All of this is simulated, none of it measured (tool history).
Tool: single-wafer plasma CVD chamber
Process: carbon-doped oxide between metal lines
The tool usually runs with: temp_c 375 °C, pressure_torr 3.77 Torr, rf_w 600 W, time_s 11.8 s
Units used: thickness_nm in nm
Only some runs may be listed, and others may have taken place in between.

| run | hour | temp_c | pressure_torr | rf_w | time_s | wafers since the last listed run | hours since the last thermocouple change | hours since the last RF generator calibration | hours since the last manometer calibration | hours since the showerhead was replaced | hours since the gauge calibration | read-back reference wafer on the same gauge, thickness_nm | thickness_nm |
|---|---|---|---|---|---|---|---|---|---|---|---|---|---|
| 1 | 0 | 375 | 3.77 | 600 | 11.8 | 0 | 1814.1 | 2462.7 | 2470.6 | 2802.9 | 5.3 | 58.21 | 61.521 |
| 2 | 19.1 | 375 | 3.77 | 600 | 11.8 | 369 | 1833.2 | 2481.8 | 2489.7 | 2822 | 24.4 | 58.202 | 61.541 |
| 3 | 36.8 | 375 | 3.77 | 600 | 11.8 | 342 | 1850.9 | 2499.5 | 2507.4 | 2839.7 | 42.1 | 58.205 | 61.333 |
| 4 | 55.9 | 375 | 3.77 | 600 | 11.8 | 369 | 1870 | 2518.6 | 2526.5 | 2858.8 | 61.2 | 58.215 | 61.355 |
| 5 | 85.1 | 375 | 3.77 | 600 | 11.8 | 564 | 1899.2 | 2547.8 | 2555.7 | 2888 | 90.4 | 58.19 | 61.467 |
| 6 | 111.8 | 375 | 3.77 | 600 | 11.8 | 516 | 1925.9 | 2574.5 | 2582.4 | 2914.7 | 117.1 | 58.22 | 61.22 |
| 7 | 129.3 | 375 | 3.77 | 600 | 11.8 | 338 | 1943.4 | 2592 | 2599.9 | 2932.2 | 134.6 | 58.192 | 61.354 |
| 8 | 152.5 | 375 | 3.77 | 515 | 11.8 | 448 | 1966.6 | 2615.2 | 2623.1 | 2955.4 | 157.8 | 58.206 | 57.405 |
|  | 161.5 | RF generator calibrated |
|  | 183.6 | showerhead replaced |
|  | 187.8 | capacitance manometer re-zeroed and calibrated |
| 9 | 188.3 | 375 | 3.77 | 515 | 11.8 | 301 | 2002.4 | 26.8 | 0.5 | 4.7 | 193.6 | 58.203 | 60.001 |
| 10 | 212.5 | 375 | 3.77 | 515 | 11.8 | 468 | 2026.6 | 51 | 24.7 | 28.9 | 217.8 | 58.205 | 60.185 |
| 11 | 232.7 | 369 | 3.77 | 600 | 11.8 | 390 | 2046.8 | 71.2 | 44.9 | 49.1 | 238 | 58.204 | 64.777 |
|  | 240.1 | gauge calibrated |
| 12 | 263.3 | 375 | 3.77 | 600 | 11.8 | 592 | 2077.4 | 101.8 | 75.5 | 79.7 | 23.2 | 58.197 | 64.034 |
| 13 | 279.6 | 375 | 3.77 | 600 | 11.8 | 315 | 2093.7 | 118.1 | 91.8 | 96 | 39.5 | 58.215 | 64.049 |
| 14 | 307.4 | 384 | 4.51 | 600 | 13.4 | 537 | 2121.5 | 145.9 | 119.6 | 123.8 | 67.3 | 58.185 | 73.144 |
| 15 | 327.2 | 375 | 4.67 | 600 | 11.8 | 383 | 2141.3 | 165.7 | 139.4 | 143.6 | 87.1 | 58.18 | 66.228 |
|  | 345.1 | thermocouple changed; heater temperature recalibrated |
| 16 | 352.3 | 360 | 4.57 | 715 | 10.1 | 330 | 7.2 | 190.8 | 164.5 | 168.7 | 112.2 | 58.209 | 62.703 |
| 17 | 372.8 | 366 | 3.77 | 635 | 12.6 | 396 | 27.7 | 211.3 | 185 | 189.2 | 132.7 | 58.205 | 71.234 |
| 18 | 385.6 | 384 | 3.52 | 675 | 9.6 | 247 | 40.5 | 224.1 | 197.8 | 202 | 145.5 | 58.2 | 53.575 |
| 19 | 404.1 | 375 | 4.68 | 600 | 13.6 | 357 | 59 | 242.6 | 216.3 | 220.5 | 164 | 58.204 | 76.229 |
| 20 | 431.1 | 375 | 3.77 | 600 | 11.8 | 522 | 86 | 269.6 | 243.3 | 247.5 | 191 | 58.203 | 63.756 |
| 21 | 447.3 | 375 | 3.77 | 600 | 11.8 | 313 | 102.2 | 285.8 | 259.5 | 263.7 | 207.2 | 58.193 | 63.926 |
| 22 | 475.1 | 390 | 3.77 | 600 | 11.8 | 537 | 130 | 313.6 | 287.3 | 291.5 | 235 | 58.191 | 62.31 |

Alternative continuations, all from the tool just after run 22; predict every row:
| A | 475.5 | 384 | 3.77 | 600 | 11.8 | 7 | 130.4 | 314 | 287.7 | 291.9 | 235.4 | ? | ? |
| B | 475.5 | 387 | 4.48 | 600 | 11.8 | 7 | 130.4 | 314 | 287.7 | 291.9 | 235.4 | ? | ? |
| C | 475.5 | 375 | 3.77 | 600 | 13.3 | 7 | 130.4 | 314 | 287.7 | 291.9 | 235.4 | ? | ? |
| D | 475.5 | 362 | 3.77 | 600 | 11.8 | 7 | 130.4 | 314 | 287.7 | 291.9 | 235.4 | ? | ? |
| E | 475.5 | 375 | 3.77 | 520 | 11.8 | 7 | 130.4 | 314 | 287.7 | 291.9 | 235.4 | ? | ? |

| run | read-back reference wafer on the same gauge, thickness_nm | thickness_nm |
|---|---|---|
| A | 58.2 | 62.937 |
| B | 58.2 | 64.262 |
| C | 58.2 | 71.974 |
| D | 58.2 | 65.707 |
| E | 58.2 | 60.333 |
Without the tool's hidden state the same runs would have given:
| run | thickness_nm |
|---|---|
| A | 63.067 |
| B | 64.395 |
| C | 72.122 |
| D | 65.843 |
| E | 60.461 |
